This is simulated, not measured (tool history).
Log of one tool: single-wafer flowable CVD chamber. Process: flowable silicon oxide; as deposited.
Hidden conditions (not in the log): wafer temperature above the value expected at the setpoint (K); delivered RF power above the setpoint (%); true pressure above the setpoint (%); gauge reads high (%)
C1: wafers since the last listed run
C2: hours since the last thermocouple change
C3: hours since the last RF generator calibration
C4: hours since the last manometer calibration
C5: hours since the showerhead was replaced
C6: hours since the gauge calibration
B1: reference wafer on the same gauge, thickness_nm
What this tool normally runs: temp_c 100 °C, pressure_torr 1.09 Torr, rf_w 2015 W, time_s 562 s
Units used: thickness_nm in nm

{"run": 1, "hour": 0.0, "temp_c": 100, "pressure_torr": 1.09, "rf_w": 2015, "time_s": 562, "C1": 0, "C2": 2664.7, "C3": 1758, "C4": 2837.8, "C5": 5993.5, "C6": 154.3, "B1": 430.573, "thickness_nm": 559.474}
{"run": 2, "hour": 27.7, "temp_c": 100, "pressure_torr": 1.09, "rf_w": 2015, "time_s": 562, "C1": 81, "C2": 2692.4, "C3": 1785.7, "C4": 2865.5, "C5": 6021.2, "C6": 182, "B1": 431.166, "thickness_nm": 558.949}
{"run": 3, "hour": 72.1, "temp_c": 100, "pressure_torr": 1.09, "rf_w": 2015, "time_s": 562, "C1": 131, "C2": 2736.8, "C3": 1830.1, "C4": 2909.9, "C5": 6065.6, "C6": 226.4, "B1": 431.246, "thickness_nm": 562.115}
{"run": 4, "hour": 129.5, "temp_c": 100, "pressure_torr": 1.09, "rf_w": 2015, "time_s": 562, "C1": 169, "C2": 2794.2, "C3": 1887.5, "C4": 2967.3, "C5": 6123, "C6": 283.8, "B1": 431.291, "thickness_nm": 562.35}
{"run": 5, "hour": 183.7, "temp_c": 100, "pressure_torr": 1.09, "rf_w": 2015, "time_s": 562, "C1": 160, "C2": 2848.4, "C3": 1941.7, "C4": 3021.5, "C5": 6177.2, "C6": 338, "B1": 431.015, "thickness_nm": 561.239}
{"run": 6, "hour": 230.8, "temp_c": 100, "pressure_torr": 1.09, "rf_w": 2015, "time_s": 562, "C1": 139, "C2": 2895.5, "C3": 1988.8, "C4": 3068.6, "C5": 6224.3, "C6": 385.1, "B1": 430.814, "thickness_nm": 561.193}
{"hour": 296.7, "done": "showerhead replaced"}
{"run": 7, "hour": 297.2, "temp_c": 100, "pressure_torr": 1.09, "rf_w": 2015, "time_s": 650, "C1": 172, "C2": 2961.9, "C3": 2055.2, "C4": 3135, "C5": 0.5, "C6": 451.5, "B1": 430.883, "thickness_nm": 653.626}
{"hour": 320.9, "done": "thermocouple changed; heater temperature recalibrated"}
{"run": 8, "hour": 332.2, "temp_c": 100, "pressure_torr": 1.09, "rf_w": 2015, "time_s": 650, "C1": 79, "C2": 11.3, "C3": 2090.2, "C4": 3170, "C5": 35.5, "C6": 486.5, "B1": 430.691, "thickness_nm": 567.176}
{"run": 9, "hour": 370.4, "temp_c": 93, "pressure_torr": 1.09, "rf_w": 2015, "time_s": 598, "C1": 113, "C2": 49.5, "C3": 2128.4, "C4": 3208.2, "C5": 73.7, "C6": 524.7, "B1": 431.13, "thickness_nm": 632.481}
{"hour": 378.5, "done": "RF generator calibrated"}
{"hour": 414.8, "done": "gauge calibrated"}
{"run": 10, "hour": 417.2, "temp_c": 100, "pressure_torr": 1.09, "rf_w": 2250, "time_s": 562, "C1": 114, "C2": 96.3, "C3": 38.7, "C4": 3255, "C5": 120.5, "C6": 2.4, "B1": 431.068, "thickness_nm": 499.827}
{"hour": 460.7, "done": "capacitance manometer re-zeroed and calibrated"}
{"run": 11, "hour": 474.2, "temp_c": 93, "pressure_torr": 0.85, "rf_w": 2350, "time_s": 638, "C1": 145, "C2": 153.3, "C3": 95.7, "C4": 13.5, "C5": 177.5, "C6": 59.4, "B1": 431.002, "thickness_nm": 555.215}
{"run": 12, "hour": 532.3, "temp_c": 100, "pressure_torr": 1.09, "rf_w": 2250, "time_s": 562, "C1": 171, "C2": 211.4, "C3": 153.8, "C4": 71.6, "C5": 235.6, "C6": 117.5, "B1": 431.195, "thickness_nm": 509.015}
{"run": 13, "hour": 566.1, "temp_c": 100, "pressure_torr": 1.09, "rf_w": 2015, "time_s": 562, "C1": 100, "C2": 245.2, "C3": 187.6, "C4": 105.4, "C5": 269.4, "C6": 151.3, "B1": 430.986, "thickness_nm": 503.493}
{"run": 14, "hour": 637.6, "temp_c": 86, "pressure_torr": 1.09, "rf_w": 2410, "time_s": 562, "C1": 211, "C2": 316.7, "C3": 259.1, "C4": 176.9, "C5": 340.9, "C6": 222.8, "B1": 430.767, "thickness_nm": 776.335}
{"run": 15, "hour": 684.0, "temp_c": 104, "pressure_torr": 1.29, "rf_w": 2015, "time_s": 562, "C1": 137, "C2": 363.1, "C3": 305.5, "C4": 223.3, "C5": 387.3, "C6": 269.2, "B1": 430.913, "thickness_nm": 522.382}
{"run": 16, "hour": 746.4, "temp_c": 100, "pressure_torr": 1.09, "rf_w": 2255, "time_s": 562, "C1": 184, "C2": 425.5, "C3": 367.9, "C4": 285.7, "C5": 449.7, "C6": 331.6, "B1": 431.115, "thickness_nm": 521.325}
{"run": 17, "hour": 804.4, "temp_c": 100, "pressure_torr": 1.09, "rf_w": 1850, "time_s": 562, "C1": 171, "C2": 483.5, "C3": 425.9, "C4": 343.7, "C5": 507.7, "C6": 389.6, "B1": 430.315, "thickness_nm": 508.219}

Each row is a separate what-if for the run after 17, all from the same tool condition, not one after another. Results?
{"run": "A", "hour": 805.0, "temp_c": 88, "pressure_torr": 1.09, "rf_w": 2015, "time_s": 562, "C1": 1, "C2": 484.1, "C3": 426.5, "C4": 344.3, "C5": 508.3, "C6": 390.2, "B1": "?", "thickness_nm": "?"}
{"run": "B", "hour": 805.0, "temp_c": 107, "pressure_torr": 1.19, "rf_w": 2330, "time_s": 600, "C1": 1, "C2": 484.1, "C3": 426.5, "C4": 344.3, "C5": 508.3, "C6": 390.2, "B1": "?", "thickness_nm": "?"}
{"run": "C", "hour": 805.0, "temp_c": 100, "pressure_torr": 0.87, "rf_w": 2015, "time_s": 562, "C1": 1, "C2": 484.1, "C3": 426.5, "C4": 344.3, "C5": 508.3, "C6": 390.2, "B1": "?", "thickness_nm": "?"}
{"run": "D", "hour": 805.0, "temp_c": 100, "pressure_torr": 1.09, "rf_w": 2015, "time_s": 629, "C1": 1, "C2": 484.1, "C3": 426.5, "C4": 344.3, "C5": 508.3, "C6": 390.2, "B1": "?", "thickness_nm": "?"}
{"run": "E", "hour": 805.0, "temp_c": 113, "pressure_torr": 1.09, "rf_w": 2015, "time_s": 457, "C1": 1, "C2": 484.1, "C3": 426.5, "C4": 344.3, "C5": 508.3, "C6": 390.2, "B1": "?", "thickness_nm": "?"}

run=A B1=430.854 thickness_nm=730.547
run=B B1=430.854 thickness_nm=498.094
run=C B1=430.854 thickness_nm=419.847
run=D B1=430.854 thickness_nm=580.304
run=E B1=430.854 thickness_nm=288.369
Without the tool's hidden state the same runs would have given:
run=A thickness_nm=696.451
run=B thickness_nm=471.817
run=C thickness_nm=398.246
run=D thickness_nm=550.447
run=E thickness_nm=273.88
